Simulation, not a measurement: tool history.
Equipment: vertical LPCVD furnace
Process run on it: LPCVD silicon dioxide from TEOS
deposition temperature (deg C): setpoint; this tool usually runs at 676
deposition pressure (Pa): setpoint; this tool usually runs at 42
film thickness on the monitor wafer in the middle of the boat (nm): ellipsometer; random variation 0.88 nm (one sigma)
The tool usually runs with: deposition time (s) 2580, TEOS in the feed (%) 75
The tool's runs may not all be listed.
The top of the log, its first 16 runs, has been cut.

run,hour,deposition temperature (deg C),deposition pressure (Pa),deposition time (s),TEOS in the feed (%),"read-back reference wafer on the same gauge, thickness",film thickness on the monitor wafer in the middle of the boat (nm)
17,587.1,681,37.3,2310,89,268.85,237.58
18,591.6,669,42,2580,87,269.33,207.42
19,603.4,676,42,2580,84,269.28,243.3
20,618.6,672,42,3090,75,268.36,247.82
21,646.9,676,42,2580,75,268.8,228.89
22,671.7,665,34.7,2580,75,268.89,158.33
23,686.3,676,42,2580,88,269.05,249.49
24,706.7,669,42,2580,87,269.09,208.59
25,728.3,676,34,2070,65,268.84,154.86
26,764.1,676,42,2580,75,269.29,230.93
27,796.7,676,42,2580,75,268.94,231.24
28,830.8,665,45.3,2070,65,268.88,136.78
29,854.1,681,46,1710,67,269.26,170.73
30,870.6,676,46.7,2910,75,268.73,273.52

Here are 5 independent what-if runs from the current tool condition. What would each one return?
A,875.2,683,42,2580,75,?,?
B,875.2,665,42,2580,75,?,?
C,875.2,681,52,2580,75,?,?
D,875.2,670,51.3,2010,66,?,?
E,875.2,671,45.3,3420,70,?,?

run,"read-back reference wafer on the same gauge, thickness",film thickness on the monitor wafer in the middle of the boat (nm)
A,268.96,274.99
B,268.96,176.87
C,268.96,291.58
D,268.96,161.82
E,268.96,273.13
The same runs, with their run-to-run variation unchanged, on a tool lacking any hidden condition would have given:
run,film thickness on the monitor wafer in the middle of the boat (nm)
A,268.31
B,172.41
C,284.47
D,157.78
E,266.33
